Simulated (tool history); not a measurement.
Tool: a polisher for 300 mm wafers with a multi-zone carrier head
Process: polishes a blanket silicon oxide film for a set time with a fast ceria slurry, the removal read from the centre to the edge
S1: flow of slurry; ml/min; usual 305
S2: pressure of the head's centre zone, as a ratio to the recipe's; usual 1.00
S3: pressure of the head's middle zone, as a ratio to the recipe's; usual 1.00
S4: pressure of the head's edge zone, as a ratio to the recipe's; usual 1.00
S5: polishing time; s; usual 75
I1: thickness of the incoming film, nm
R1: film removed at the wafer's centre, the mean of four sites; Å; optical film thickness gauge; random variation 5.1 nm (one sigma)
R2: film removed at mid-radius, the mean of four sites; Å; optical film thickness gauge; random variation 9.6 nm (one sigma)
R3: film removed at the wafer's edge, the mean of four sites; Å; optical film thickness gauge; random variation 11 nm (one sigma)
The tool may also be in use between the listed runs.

Run 1, day 0.000: usual settings; I1 2922.0. Result: R1 7810 Å, R2 7871 Å, R3 8140 Å.
Run 2, day 1.754: usual settings; I1 2903.3. Result: R1 7756 Å, R2 7888 Å, R3 7958 Å.
Run 3, day 4.529: usual settings; I1 2895.3. Result: R1 7697 Å, R2 7772 Å, R3 7905 Å.
Run 4, day 5.804: usual settings; I1 2967.0. Result: R1 8049 Å, R2 8216 Å, R3 8259 Å.
Run 5, day 7.846: usual settings; I1 2973.5. Result: R1 7901 Å, R2 8124 Å, R3 8178 Å.
Run 6, day 10.600: usual settings but S3 1.09; I1 2923.9. Result: R1 7956 Å, R2 8481 Å, R3 8168 Å.
Run 7, day 13.579: usual settings; I1 2937.0. Result: R1 7774 Å, R2 8054 Å, R3 8126 Å.
Run 8, day 16.404: usual settings; I1 2940.0. Result: R1 7602 Å, R2 7841 Å, R3 7971 Å.
Run 9, day 18.979: usual settings but S1 240 ml/min, S3 0.92; I1 2928.2. Result: R1 7822 Å, R2 7359 Å, R3 8150 Å.
Run 10, day 21.562: usual settings; I1 2884.4. Result: R1 7839 Å, R2 7767 Å, R3 8210 Å.
Run 11, day 28.658: usual settings but S1 380 ml/min, S3 0.96, S4 1.06; I1 2939.1. Result: R1 7860 Å, R2 7668 Å, R3 8347 Å.
Run 12, day 31.042: usual settings but S2 0.92; I1 2928.2. Result: R1 7476 Å, R2 8106 Å, R3 8290 Å.
Run 13, day 33.179: usual settings but S1 265 ml/min, S5 94 s; I1 2901.7. Result: R1 9924 Å, R2 9908 Å, R3 10384 Å.
Run 14, day 35.158: usual settings but S1 250 ml/min, S3 0.89, S4 1.05, S5 50 s; I1 2872.4. Result: R1 5166 Å, R2 4883 Å, R3 5463 Å.
Run 15, day 37.046: usual settings but S3 1.11; I1 2925.1. Result: R1 7883 Å, R2 8591 Å, R3 8127 Å.
Run 16, day 39.092: usual settings but S1 340 ml/min, S3 1.07, S5 87 s; I1 2923.9. Result: R1 9022 Å, R2 9739 Å, R3 9359 Å.
Run 17, day 40.438: usual settings but S2 1.09, S4 1.04; I1 2934.0. Result: R1 8408 Å, R2 7805 Å, R3 8068 Å.
Run 18, day 42.562: usual settings but S3 1.04; I1 2878.9. Result: R1 7655 Å, R2 7974 Å, R3 7898 Å.
Run 19, day 44.729: usual settings; I1 2921.0. Result: R1 7983 Å, R2 8125 Å, R3 8394 Å.
Run 20, day 46.592: usual settings but S1 350 ml/min, S2 1.11; I1 2920.4. Result: R1 8944 Å, R2 8071 Å, R3 8241 Å.
Run 21, day 48.729: usual settings but S5 60 s; I1 2951.3. Result: R1 6304 Å, R2 6450 Å, R3 6471 Å.
Run 22, day 50.650: usual settings but S2 1.11; I1 2936.8. Result: R1 8738 Å, R2 8065 Å, R3 8099 Å.

Not shown: 14 entries that the log had between the listed runs. Between which runs, and how does the tool's hidden state differ before and after?
Between runs 3 and 4: slurry nozzle cleaned (day 4.996); worn pad replaced by a new one (day 5.321)
  removal rate lost through wear of the pad, %: 5.63 -> 0.804
  measured less the result without the state, R1: -459 -> -65 Å; R2: -463 -> -67 Å; R3: -471 -> -67 Å
Between runs 5 and 6: centre zone pressure recalibrated (day 9.850)
  removal rate lost through wear of the pad, %: 1.71 -> 2.94
  measured less the result without the state, R1: -138 -> -241 Å; R2: -142 -> -257 Å; R3: -143 -> -247 Å
Between runs 6 and 7: edge zone pressure recalibrated (day 11.783)
  removal rate lost through wear of the pad, %: 2.94 -> 4.27
  measured less the result without the state, R1: -241 -> -346 Å; R2: -257 -> -359 Å; R3: -247 -> -363 Å
Between runs 7 and 8: slurry nozzle cleaned (day 16.338)
  removal rate lost through wear of the pad, %: 4.27 -> 5.53
  measured less the result without the state, R1: -346 -> -445 Å; R2: -359 -> -459 Å; R3: -363 -> -466 Å
Between runs 8 and 9: worn pad replaced by a new one (day 17.229)
  removal rate lost through wear of the pad, %: 5.53 -> 1.33
  measured less the result without the state, R1: -445 -> -105 Å; R2: -459 -> -99 Å; R3: -466 -> -109 Å
Between runs 10 and 11: centre zone pressure recalibrated (day 26.396)
  removal rate lost through wear of the pad, %: 2.48 -> 5.64
  measured less the result without the state, R1: -199 -> -469 Å; R2: -197 -> -459 Å; R3: -209 -> -499 Å
Between runs 11 and 12: slurry nozzle cleaned (day 28.925); worn pad replaced by a new one (day 30.808)
  removal rate lost through wear of the pad, %: 5.64 -> 0.41
  measured less the result without the state, R1: -469 -> -31 Å; R2: -459 -> -34 Å; R3: -499 -> -34 Å
Between runs 14 and 15: edge zone pressure recalibrated (day 36.042)
  removal rate lost through wear of the pad, %: 2.25 -> 3.09
  measured less the result without the state, R1: -118 -> -251 Å; R2: -112 -> -273 Å; R3: -126 -> -259 Å
Between runs 15 and 16: carrier head's membrane replaced by a new one (day 38.150)
  removal rate lost through wear of the pad, %: 3.09 -> 4
  measured less the result without the state, R1: -251 -> -375 Å; R2: -273 -> -405 Å; R3: -259 -> -390 Å
Between runs 17 and 18: slurry nozzle cleaned (day 40.912); centre zone pressure recalibrated (day 42.117)
  removal rate lost through wear of the pad, %: 4.6 -> 5.55
  measured less the result without the state, R1: -405 -> -449 Å; R2: -376 -> -468 Å; R3: -389 -> -463 Å
Between runs 18 and 19: worn pad replaced by a new one (day 42.829)
  removal rate lost through wear of the pad, %: 5.55 -> 0.928
  measured less the result without the state, R1: -449 -> -75 Å; R2: -468 -> -76 Å; R3: -463 -> -78 Å
